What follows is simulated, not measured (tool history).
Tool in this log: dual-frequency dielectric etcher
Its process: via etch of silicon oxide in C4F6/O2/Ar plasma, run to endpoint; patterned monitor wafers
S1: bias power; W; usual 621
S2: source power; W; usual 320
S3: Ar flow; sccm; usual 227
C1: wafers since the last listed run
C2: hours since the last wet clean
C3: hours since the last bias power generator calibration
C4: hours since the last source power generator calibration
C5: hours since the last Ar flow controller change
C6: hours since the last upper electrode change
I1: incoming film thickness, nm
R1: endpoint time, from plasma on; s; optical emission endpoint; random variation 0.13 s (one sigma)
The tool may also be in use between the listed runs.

Run 1, hour 0: usual settings but S1 576 W; C1 0; C2 44.4; C3 1926.8; C4 2954; C5 5308.9; C6 1549.2; I1 76.8. Result: R1 15.8 s.
Run 2, hour 98.3: usual settings but S1 576 W; C1 1879; C2 142.7; C3 2025.1; C4 3052.3; C5 5407.2; C6 1647.5; I1 76. Result: R1 15.8 s.
Run 3, hour 161.1: usual settings but S1 576 W; C1 1200; C2 205.5; C3 2087.9; C4 3115.1; C5 5470; C6 1710.3; I1 76.5. Result: R1 16.1 s.
Run 4, hour 258.7: usual settings; C1 1866; C2 303.1; C3 2185.5; C4 3212.7; C5 5567.6; C6 1807.9; I1 76.6. Result: R1 15.3 s.
Run 5, hour 338.3: usual settings but S1 671 W, S2 380 W; C1 1522; C2 382.7; C3 2265.1; C4 3292.3; C5 5647.2; C6 1887.5; I1 76.6. Result: R1 14.4 s.
Run 6, hour 414.5: usual settings but S1 671 W, S2 380 W; C1 1457; C2 458.9; C3 2341.3; C4 3368.5; C5 5723.4; C6 1963.7; I1 77. Result: R1 14.3 s.
At hour 463: wet clean of the chamber.
Run 7, hour 466.4: usual settings but S1 671 W, S2 380 W; C1 533; C2 3.4; C3 2393.2; C4 3420.4; C5 5775.3; C6 2015.6; I1 76.9. Result: R1 14.9 s.
Run 8, hour 507.3: usual settings but S3 187 sccm; C1 782; C2 44.3; C3 2434.1; C4 3461.3; C5 5816.2; C6 2056.5; I1 76.9. Result: R1 15.4 s.
Run 9, hour 556.8: usual settings but S3 187 sccm; C1 946; C2 93.8; C3 2483.6; C4 3510.8; C5 5865.7; C6 2106; I1 75.6. Result: R1 15.2 s.
Run 10, hour 653.2: usual settings but S3 187 sccm; C1 1843; C2 190.2; C3 2580; C4 3607.2; C5 5962.1; C6 2202.4; I1 75.3. Result: R1 15 s.
Run 11, hour 738.4: usual settings; C1 1629; C2 275.4; C3 2665.2; C4 3692.4; C5 6047.3; C6 2287.6; I1 76.3. Result: R1 15.2 s.
Run 12, hour 806.3: usual settings; C1 1298; C2 343.3; C3 2733.1; C4 3760.3; C5 6115.2; C6 2355.5; I1 76.4. Result: R1 15.2 s.
At hour 830.8: Ar flow controller replaced.
Run 13, hour 859.5: usual settings; C1 902; C2 396.5; C3 2786.3; C4 3813.5; C5 28.7; C6 2408.7; I1 76. Result: R1 15.1 s.
Run 14, hour 906.7: usual settings; C1 902; C2 443.7; C3 2833.5; C4 3860.7; C5 75.9; C6 2455.9; I1 75.8. Result: R1 15.1 s.
At hour 987.2: upper electrode replaced.
Run 15, hour 987.7: usual settings but S1 707 W, S3 204 sccm; C1 1090; C2 524.7; C3 2914.5; C4 3941.7; C5 156.9; C6 0.5; I1 75.5. Result: R1 14.4 s.
At hour 1070.3: wet clean of the chamber.
Run 16, hour 1070.8: usual settings but S2 240 W, S3 245 sccm; C1 1130; C2 0.5; C3 2997.6; C4 4024.8; C5 240; C6 83.6; I1 76. Result: R1 16.7 s.
Run 17, hour 1129.4: usual settings but S3 246 sccm; C1 1120; C2 59.1; C3 3056.2; C4 4083.4; C5 298.6; C6 142.2; I1 76.5. Result: R1 15.8 s.
Run 18, hour 1173.9: usual settings but S1 570 W, S2 360 W, S3 175 sccm; C1 850; C2 103.6; C3 3100.7; C4 4127.9; C5 343.1; C6 186.7; I1 75.4. Result: R1 14.8 s.
At hour 1187.8: source power generator calibrated.
At hour 1232.7: bias power generator calibrated.
Run 19, hour 1241.6: usual settings; C1 1141; C2 171.3; C3 8.9; C4 53.8; C5 410.8; C6 254.4; I1 75.6. Result: R1 15 s.
Run 20, hour 1321.9: usual settings but S2 390 W, S3 183 sccm; C1 1535; C2 251.6; C3 89.2; C4 134.1; C5 491.1; C6 334.7; I1 76.2. Result: R1 14.1 s.
Run 21, hour 1396.3: usual settings but S1 722 W, S2 390 W, S3 252 sccm; C1 1422; C2 326; C3 163.6; C4 208.5; C5 565.5; C6 409.1; I1 76.2. Result: R1 13.6 s.
At hour 1555.9: wet clean of the chamber.
Run 22, hour 1673.9: usual settings but S1 671 W, S2 380 W; C1 4849; C2 118; C3 441.2; C4 486.1; C5 843.1; C6 686.7; I1 76.1. Result: R1 14.4 s.
Run 23, hour 1720: usual settings but S1 754 W, S2 280 W; C1 881; C2 164.1; C3 487.3; C4 532.2; C5 889.2; C6 732.8; I1 76.1. Result: R1 15.2 s.
Run 24, hour 1799.2: usual settings but S1 708 W, S3 190 sccm; C1 1514; C2 243.3; C3 566.5; C4 611.4; C5 968.4; C6 812; I1 75.9. Result: R1 14.7 s.
Run 25, hour 1899.6: usual settings; C1 1919; C2 343.7; C3 666.9; C4 711.8; C5 1068.8; C6 912.4; I1 75.8. Result: R1 15.2 s.
Run 26, hour 1938.3: usual settings; C1 740; C2 382.4; C3 705.6; C4 750.5; C5 1107.5; C6 951.1; I1 75.7. Result: R1 15.1 s.
Run 27, hour 2039.1: usual settings but S3 279 sccm; C1 1927; C2 483.2; C3 806.4; C4 851.3; C5 1208.3; C6 1051.9; I1 76.2. Result: R1 15.4 s.
Run 28, hour 2143.4: usual settings but S2 360 W; C1 1994; C2 587.5; C3 910.7; C4 955.6; C5 1312.6; C6 1156.2; I1 75.4. Result: R1 14.3 s.

Each row is a separate what-if for the run after 28, all from the same tool condition, not one after another. Results?
Run A, hour 2143.8: usual settings; C1 7; C2 587.9; C3 911.1; C4 956; C5 1313; C6 1156.6; I1 76.3. Result: R1 ?.
Run B, hour 2143.8: usual settings but S1 687 W, S2 360 W, S3 185 sccm; C1 7; C2 587.9; C3 911.1; C4 956; C5 1313; C6 1156.6; I1 76.3. Result: R1 ?.
Run C, hour 2143.8: usual settings but S1 755 W; C1 7; C2 587.9; C3 911.1; C4 956; C5 1313; C6 1156.6; I1 76.3. Result: R1 ?.

run    R1
  A  15.1
  B    14
  C  14.2
With the hidden condition removed and each run's random variation left untouched, the same runs would have given:
run    R1
  A  15.6
  B  14.4
  C  14.7
